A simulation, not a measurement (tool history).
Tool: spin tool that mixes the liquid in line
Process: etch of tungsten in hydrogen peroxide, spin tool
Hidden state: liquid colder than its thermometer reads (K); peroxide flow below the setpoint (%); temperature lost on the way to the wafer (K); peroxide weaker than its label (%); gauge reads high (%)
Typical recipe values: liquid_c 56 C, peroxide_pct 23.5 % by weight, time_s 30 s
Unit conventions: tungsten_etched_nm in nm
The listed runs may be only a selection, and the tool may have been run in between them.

run,hour,liquid_c,peroxide_pct,time_s,wafers since the last listed run,hours since the thermometer was replaced,hours since the peroxide flow meter was replaced,hours since the heated supply line was repaired,hours since the drum of peroxide was connected,hours since the gauge calibration,"read-back film thickness of the tungsten reference wafer, read on the same gauge (nm)",tungsten_etched_nm
1,0,56,23.5,30,0,1623,1333.5,724.4,220.6,1053.9,99.99,47.62
2,85.1,56,23.5,30,1371,1708.1,1418.6,809.5,305.7,1139,99.98,47.25
3,125.7,56,23.5,30,654,1748.7,1459.2,850.1,346.3,1179.6,99.98,47.13
4,184.3,56,23.5,30,944,1807.3,1517.8,908.7,404.9,1238.2,99.97,47.51
# hour 186.9: peroxide flow meter replaced
5,286.1,56,23.5,30,1624,1909.1,99.2,1010.5,506.7,1340,100.04,48.7
6,357.5,56,23.5,30,1150,1980.5,170.6,1081.9,578.1,1411.4,99.97,48.25
7,409.6,56,23.5,30,839,2032.6,222.7,1134,630.2,1463.5,99.97,47.84
8,475.3,56,23.5,30,1058,2098.3,288.4,1199.7,695.9,1529.2,100.04,47.95
9,535.2,56,23.5,30,965,2158.2,348.3,1259.6,755.8,1589.1,99.99,47.65
10,632.4,56,23.5,20,1566,2255.4,445.5,1356.8,853,1686.3,100.01,31.5
11,685.4,56,23.5,45,853,2308.4,498.5,1409.8,906,1739.3,99.99,71.6
# hour 689.4: gauge calibrated
# hour 692.4: new drum of peroxide connected
12,771.2,56,18,30,1366,2394.2,584.3,1495.6,78.8,81.8,100.01,41.26
13,827.5,56,23.5,40,907,2450.5,640.6,1551.9,135.1,138.1,99.98,63.36
14,932.6,65.5,16.5,20,1693,2555.6,745.7,1657,240.2,243.2,100.02,45.32
# hour 945.4: thermometer replaced
15,1149.3,56,23.5,30,3475,203.9,962.4,1873.7,456.9,459.9,100.02,46.31
# hour 1173.1: heated supply line repaired
16,1202.2,56,23.5,25,836,256.8,1015.3,29.1,509.8,512.8,100.04,40.67
17,1446.6,56,23.5,40,3937,501.2,1259.7,273.5,754.2,757.2,100.01,64.33
18,1533.4,56,23.5,30,1398,588,1346.5,360.3,841,844,100.01,47.94
# hour 1604.4: new drum of peroxide connected
19,1611.3,46.5,19,25,1239,665.9,1424.4,438.2,6.9,921.9,99.94,20.16
20,1684.3,56,23.5,30,1176,738.9,1497.4,511.2,79.9,994.9,100.02,47.88
21,1784.5,60,26,15,1614,839.1,1597.6,611.4,180.1,1095.1,100,31.52
# hour 1796.6: peroxide flow meter replaced
22,1883.5,51,26.5,45,1579,938.1,86.9,710.4,279.1,1194.1,100,57.53
23,1989.3,56,23.5,30,1704,1043.9,192.7,816.2,384.9,1299.9,100.01,48.84
24,2076.7,56,23.5,30,1408,1131.3,280.1,903.6,472.3,1387.3,100.02,48.28
25,2118.3,56,23.5,30,670,1172.9,321.7,945.2,513.9,1428.9,99.98,48.14
26,2202.1,53,23.5,30,1350,1256.7,405.5,1029,597.7,1512.7,100.05,40.36
27,2268.3,52,26.5,15,1066,1322.9,471.7,1095.2,663.9,1578.9,100.03,20.04

Pick out some run-to-run changes in tungsten_etched_nm. Of each, how much would a tool without hidden state show as well, from the settings, what came in and chance, and how much is left for the hidden state and any gauge scatter not in both results compared?
Run 10 -> 11: time_s 20 -> 45. tungsten_etched_nm +40.1 nm: hidden state -2.22, all else +42.32.
Run 11 -> 12: peroxide_pct 23.5 -> 18, time_s 45 -> 30, gauge calibrated, new drum of peroxide connected. tungsten_etched_nm -30.34 nm: hidden state +1.48, all else -31.82.
Run 15 -> 16: time_s 30 -> 25, heated supply line repaired. tungsten_etched_nm -5.64 nm: hidden state +2.4, all else -8.04.

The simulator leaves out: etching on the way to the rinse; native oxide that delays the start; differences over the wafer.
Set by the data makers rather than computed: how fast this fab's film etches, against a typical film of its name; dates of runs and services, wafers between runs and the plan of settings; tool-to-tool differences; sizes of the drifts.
